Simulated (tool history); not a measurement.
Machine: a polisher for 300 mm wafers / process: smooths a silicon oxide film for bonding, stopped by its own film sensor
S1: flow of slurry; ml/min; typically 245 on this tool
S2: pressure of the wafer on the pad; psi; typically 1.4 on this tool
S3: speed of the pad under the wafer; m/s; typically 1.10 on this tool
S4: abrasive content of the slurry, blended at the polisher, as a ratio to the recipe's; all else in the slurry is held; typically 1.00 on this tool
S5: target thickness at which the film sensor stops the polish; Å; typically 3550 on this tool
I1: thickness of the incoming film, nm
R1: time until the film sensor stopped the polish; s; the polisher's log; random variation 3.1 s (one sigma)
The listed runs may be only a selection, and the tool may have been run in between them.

Run 1, hour 0.0: usual settings; I1 426.1. Result: R1 157.9 s.
At hour 27.5: slurry nozzle cleaned.
Run 2, hour 58.9: usual settings; I1 430.1. Result: R1 161.8 s.
At hour 100.9: slurry blender recalibrated.
Run 3, hour 122.9: usual settings but S3 1.36 m/s; I1 432.0. Result: R1 133.5 s.
Run 4, hour 168.4: usual settings but S3 1.36 m/s; I1 434.3. Result: R1 138.4 s.
Run 5, hour 222.6: usual settings but S3 1.36 m/s; I1 422.2. Result: R1 116.5 s.
Run 6, hour 275.5: usual settings but S4 1.20; I1 434.8. Result: R1 150.5 s.
At hour 295.3: worn pad replaced by a new one.
At hour 373.8: slurry nozzle cleaned.
Run 7, hour 380.5: usual settings; I1 434.6. Result: R1 160.7 s.
Run 8, hour 411.8: usual settings; I1 433.7. Result: R1 157.4 s.
Run 9, hour 480.8: usual settings; I1 431.0. Result: R1 156.1 s.
At hour 497.5: slurry blender recalibrated.
Run 10, hour 505.4: usual settings; I1 429.9. Result: R1 150.6 s.
Run 11, hour 555.2: usual settings; I1 431.5. Result: R1 151.3 s.
Run 12, hour 590.2: usual settings; I1 428.7. Result: R1 143.2 s.
At hour 596.9: worn pad replaced by a new one.
Run 13, hour 628.6: usual settings but S5 3410 Å; I1 431.7. Result: R1 173.3 s.
Run 14, hour 698.2: usual settings but S4 0.90; I1 433.2. Result: R1 155.9 s.
At hour 700.4: head pressure recalibrated.
Run 15, hour 764.4: usual settings but S1 205 ml/min, S2 0.9 psi, S4 0.80; I1 431.5. Result: R1 314.8 s.
At hour 794.4: slurry nozzle cleaned.
Run 16, hour 796.5: usual settings; I1 429.8. Result: R1 167.5 s.
Run 17, hour 836.2: usual settings but S5 3450 Å; I1 428.6. Result: R1 189.9 s.
Run 18, hour 896.3: usual settings but S4 0.90; I1 435.4. Result: R1 188.5 s.
At hour 951.7: worn pad replaced by a new one.
At hour 984.9: slurry blender recalibrated.
Run 19, hour 1007.4: usual settings but S1 270 ml/min, S3 0.78 m/s, S4 0.80, S5 3770 Å; I1 432.0. Result: R1 184.7 s.
Run 20, hour 1079.4: usual settings but S2 1.8 psi, S5 3710 Å; I1 430.6. Result: R1 101.5 s.
Run 21, hour 1137.6: usual settings; I1 436.6. Result: R1 177.1 s.
At hour 1179.4: slurry nozzle cleaned.
Run 22, hour 1206.4: usual settings; I1 434.3. Result: R1 177.0 s.
Run 23, hour 1231.8: usual settings but S4 0.80; I1 428.8. Result: R1 176.2 s.
At hour 1277.0: worn pad replaced by a new one.
Run 24, hour 1277.5: usual settings but S4 0.80, S5 3420 Å; I1 435.3. Result: R1 224.2 s.
Run 25, hour 1306.5: usual settings but S1 285 ml/min, S2 1.1 psi, S4 1.25, S5 3760 Å; I1 433.7. Result: R1 137.9 s.
Run 26, hour 1354.3: usual settings but S3 0.92 m/s; I1 421.8. Result: R1 170.3 s.
Run 27, hour 1407.1: usual settings but S4 0.80; I1 422.4. Result: R1 163.9 s.
At hour 1503.5: slurry blender recalibrated.
At hour 1538.3: slurry nozzle cleaned.
Run 28, hour 1611.2: usual settings but S1 170 ml/min, S4 1.10, S5 3770 Å; I1 424.2. Result: R1 99.2 s.
At hour 1626.9: worn pad replaced by a new one.
Run 29, hour 1666.5: usual settings but S4 1.15, S5 3730 Å; I1 432.3. Result: R1 113.2 s.

What if the next run were any one of these 5? Each begins from the tool's condition after run 29:
Run A, hour 1667.0: usual settings but S5 3350 Å; I1 427.6. Result: R1 ?.
Run B, hour 1667.0: usual settings but S2 1.1 psi; I1 427.6. Result: R1 ?.
Run C, hour 1667.0: usual settings but S2 1.2 psi, S3 0.98 m/s; I1 427.6. Result: R1 ?.
Run D, hour 1667.0: usual settings but S2 1.0 psi, S3 1.30 m/s; I1 427.6. Result: R1 ?.
Run E, hour 1667.0: usual settings but S1 310 ml/min, S2 1.5 psi; I1 427.6. Result: R1 ?.

run     R1
  A  200.5
  B  200.0
  C  201.1
  D  192.5
  E  143.1
Stripped of hidden state, with their random variation kept, the same runs would have yielded:
run     R1
  A  212.1
  B  211.6
  C  212.7
  D  203.6
  E  151.4

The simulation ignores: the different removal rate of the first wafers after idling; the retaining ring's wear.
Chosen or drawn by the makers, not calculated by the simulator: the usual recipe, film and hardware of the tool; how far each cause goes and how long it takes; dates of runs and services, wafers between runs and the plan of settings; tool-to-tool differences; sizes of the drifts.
